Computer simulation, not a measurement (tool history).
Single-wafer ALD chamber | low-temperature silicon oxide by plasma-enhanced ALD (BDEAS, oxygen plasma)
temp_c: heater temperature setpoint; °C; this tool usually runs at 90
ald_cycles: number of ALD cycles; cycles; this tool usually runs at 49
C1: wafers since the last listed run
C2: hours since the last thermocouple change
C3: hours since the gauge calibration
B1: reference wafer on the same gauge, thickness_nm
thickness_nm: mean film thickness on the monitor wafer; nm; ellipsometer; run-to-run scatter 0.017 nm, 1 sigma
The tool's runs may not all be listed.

{"run": 1, "hour": 0.0, "temp_c": 90, "ald_cycles": 52, "C1": 0, "C2": 905.2, "C3": 1201.6, "B1": 7.355, "thickness_nm": 7.25}
{"run": 2, "hour": 56.2, "temp_c": 90, "ald_cycles": 52, "C1": 194, "C2": 961.4, "C3": 1257.8, "B1": 7.348, "thickness_nm": 7.265}
{"run": 3, "hour": 115.4, "temp_c": 90, "ald_cycles": 52, "C1": 204, "C2": 1020.6, "C3": 1317.0, "B1": 7.346, "thickness_nm": 7.245}
{"run": 4, "hour": 156.9, "temp_c": 90, "ald_cycles": 45, "C1": 143, "C2": 1062.1, "C3": 1358.5, "B1": 7.349, "thickness_nm": 6.285}
{"run": 5, "hour": 446.9, "temp_c": 90, "ald_cycles": 45, "C1": 1003, "C2": 1352.1, "C3": 1648.5, "B1": 7.347, "thickness_nm": 6.258}
{"run": 6, "hour": 525.6, "temp_c": 90, "ald_cycles": 45, "C1": 272, "C2": 1430.8, "C3": 1727.2, "B1": 7.345, "thickness_nm": 6.214}
{"run": 7, "hour": 608.8, "temp_c": 102, "ald_cycles": 49, "C1": 287, "C2": 1514.0, "C3": 1810.4, "B1": 7.349, "thickness_nm": 6.563}
{"hour": 784.7, "done": "thermocouple changed; heater temperature recalibrated"}
{"run": 8, "hour": 870.2, "temp_c": 102, "ald_cycles": 49, "C1": 876, "C2": 85.5, "C3": 2071.8, "B1": 7.352, "thickness_nm": 6.622}
{"run": 9, "hour": 946.7, "temp_c": 102, "ald_cycles": 49, "C1": 264, "C2": 162.0, "C3": 2148.3, "B1": 7.349, "thickness_nm": 6.629}
{"run": 10, "hour": 1000.0, "temp_c": 99, "ald_cycles": 49, "C1": 184, "C2": 215.3, "C3": 2201.6, "B1": 7.347, "thickness_nm": 6.718}
{"run": 11, "hour": 1041.7, "temp_c": 99, "ald_cycles": 49, "C1": 144, "C2": 257.0, "C3": 2243.3, "B1": 7.351, "thickness_nm": 6.662}
{"run": 12, "hour": 1121.9, "temp_c": 90, "ald_cycles": 49, "C1": 277, "C2": 337.2, "C3": 2323.5, "B1": 7.347, "thickness_nm": 6.889}
{"hour": 1175.7, "done": "gauge calibrated"}
{"run": 13, "hour": 1196.5, "temp_c": 90, "ald_cycles": 49, "C1": 258, "C2": 411.8, "C3": 20.8, "B1": 7.345, "thickness_nm": 6.925}
{"run": 14, "hour": 1244.8, "temp_c": 90, "ald_cycles": 49, "C1": 167, "C2": 460.1, "C3": 69.1, "B1": 7.351, "thickness_nm": 6.919}
{"run": 15, "hour": 1338.3, "temp_c": 90, "ald_cycles": 49, "C1": 323, "C2": 553.6, "C3": 162.6, "B1": 7.35, "thickness_nm": 6.893}
{"run": 16, "hour": 1381.8, "temp_c": 90, "ald_cycles": 49, "C1": 150, "C2": 597.1, "C3": 206.1, "B1": 7.352, "thickness_nm": 6.895}
{"run": 17, "hour": 1664.2, "temp_c": 90, "ald_cycles": 49, "C1": 977, "C2": 879.5, "C3": 488.5, "B1": 7.347, "thickness_nm": 6.857}
{"run": 18, "hour": 1724.9, "temp_c": 90, "ald_cycles": 49, "C1": 210, "C2": 940.2, "C3": 549.2, "B1": 7.353, "thickness_nm": 6.847}
{"run": 19, "hour": 1800.5, "temp_c": 90, "ald_cycles": 43, "C1": 261, "C2": 1015.8, "C3": 624.8, "B1": 7.35, "thickness_nm": 6.002}
{"run": 20, "hour": 1892.8, "temp_c": 90, "ald_cycles": 57, "C1": 319, "C2": 1108.1, "C3": 717.1, "B1": 7.349, "thickness_nm": 7.947}
{"run": 21, "hour": 1988.4, "temp_c": 79, "ald_cycles": 45, "C1": 330, "C2": 1203.7, "C3": 812.7, "B1": 7.352, "thickness_nm": 6.517}
{"run": 22, "hour": 2065.1, "temp_c": 79, "ald_cycles": 53, "C1": 265, "C2": 1280.4, "C3": 889.4, "B1": 7.354, "thickness_nm": 7.68}
{"run": 23, "hour": 2166.5, "temp_c": 90, "ald_cycles": 49, "C1": 350, "C2": 1381.8, "C3": 990.8, "B1": 7.348, "thickness_nm": 6.784}
{"run": 24, "hour": 2204.8, "temp_c": 83, "ald_cycles": 56, "C1": 132, "C2": 1420.1, "C3": 1029.1, "B1": 7.346, "thickness_nm": 7.987}
{"hour": 2236.9, "done": "thermocouple changed; heater temperature recalibrated"}
{"run": 25, "hour": 2298.2, "temp_c": 90, "ald_cycles": 49, "C1": 295, "C2": 61.3, "C3": 1122.5, "B1": 7.347, "thickness_nm": 6.914}
{"run": 26, "hour": 2358.7, "temp_c": 78, "ald_cycles": 49, "C1": 209, "C2": 121.8, "C3": 1183.0, "B1": 7.351, "thickness_nm": 7.231}
{"run": 27, "hour": 2425.6, "temp_c": 90, "ald_cycles": 49, "C1": 231, "C2": 188.7, "C3": 1249.9, "B1": 7.349, "thickness_nm": 6.937}
{"run": 28, "hour": 2516.6, "temp_c": 100, "ald_cycles": 56, "C1": 314, "C2": 279.7, "C3": 1340.9, "B1": 7.348, "thickness_nm": 7.606}
{"run": 29, "hour": 2605.3, "temp_c": 84, "ald_cycles": 41, "C1": 306, "C2": 368.4, "C3": 1429.6, "B1": 7.354, "thickness_nm": 5.921}
{"run": 30, "hour": 2705.4, "temp_c": 90, "ald_cycles": 49, "C1": 346, "C2": 468.5, "C3": 1529.7, "B1": 7.346, "thickness_nm": 6.915}
{"run": 31, "hour": 2743.1, "temp_c": 83, "ald_cycles": 46, "C1": 130, "C2": 506.2, "C3": 1567.4, "B1": 7.344, "thickness_nm": 6.642}
{"run": 32, "hour": 2793.8, "temp_c": 102, "ald_cycles": 52, "C1": 175, "C2": 556.9, "C3": 1618.1, "B1": 7.348, "thickness_nm": 7.009}
{"run": 33, "hour": 2900.9, "temp_c": 75, "ald_cycles": 43, "C1": 370, "C2": 664.0, "C3": 1725.2, "B1": 7.352, "thickness_nm": 6.398}
{"run": 34, "hour": 3000.8, "temp_c": 90, "ald_cycles": 49, "C1": 345, "C2": 763.9, "C3": 1825.1, "B1": 7.347, "thickness_nm": 6.887}
{"run": 35, "hour": 3057.0, "temp_c": 90, "ald_cycles": 41, "C1": 194, "C2": 820.1, "C3": 1881.3, "B1": 7.35, "thickness_nm": 5.771}
{"run": 36, "hour": 3159.3, "temp_c": 98, "ald_cycles": 40, "C1": 353, "C2": 922.4, "C3": 1983.6, "B1": 7.349, "thickness_nm": 5.447}

The logged runs with the hidden state left out (each run's random variation unchanged):
Hidden state present: wafer temperature above the value expected at the setpoint (K); gauge reads high (%).
run=1 thickness_nm=7.314
run=2 thickness_nm=7.336
run=3 thickness_nm=7.324
run=4 thickness_nm=6.358
run=5 thickness_nm=6.369
run=6 thickness_nm=6.336
run=7 thickness_nm=6.637
run=8 thickness_nm=6.622
run=9 thickness_nm=6.630
run=10 thickness_nm=6.721
run=11 thickness_nm=6.666
run=12 thickness_nm=6.896
run=13 thickness_nm=6.935
run=14 thickness_nm=6.932
run=15 thickness_nm=6.912
run=16 thickness_nm=6.916
run=17 thickness_nm=6.904
run=18 thickness_nm=6.899
run=19 thickness_nm=6.056
run=20 thickness_nm=8.032
run=21 thickness_nm=6.596
run=22 thickness_nm=7.785
run=23 thickness_nm=6.897
run=24 thickness_nm=8.124
run=25 thickness_nm=6.904
run=26 thickness_nm=7.222
run=27 thickness_nm=6.929
run=28 thickness_nm=7.603
run=29 thickness_nm=5.920
run=30 thickness_nm=6.919
run=31 thickness_nm=6.648
run=32 thickness_nm=7.014
run=33 thickness_nm=6.412
run=34 thickness_nm=6.912
run=35 thickness_nm=5.796
run=36 thickness_nm=5.478

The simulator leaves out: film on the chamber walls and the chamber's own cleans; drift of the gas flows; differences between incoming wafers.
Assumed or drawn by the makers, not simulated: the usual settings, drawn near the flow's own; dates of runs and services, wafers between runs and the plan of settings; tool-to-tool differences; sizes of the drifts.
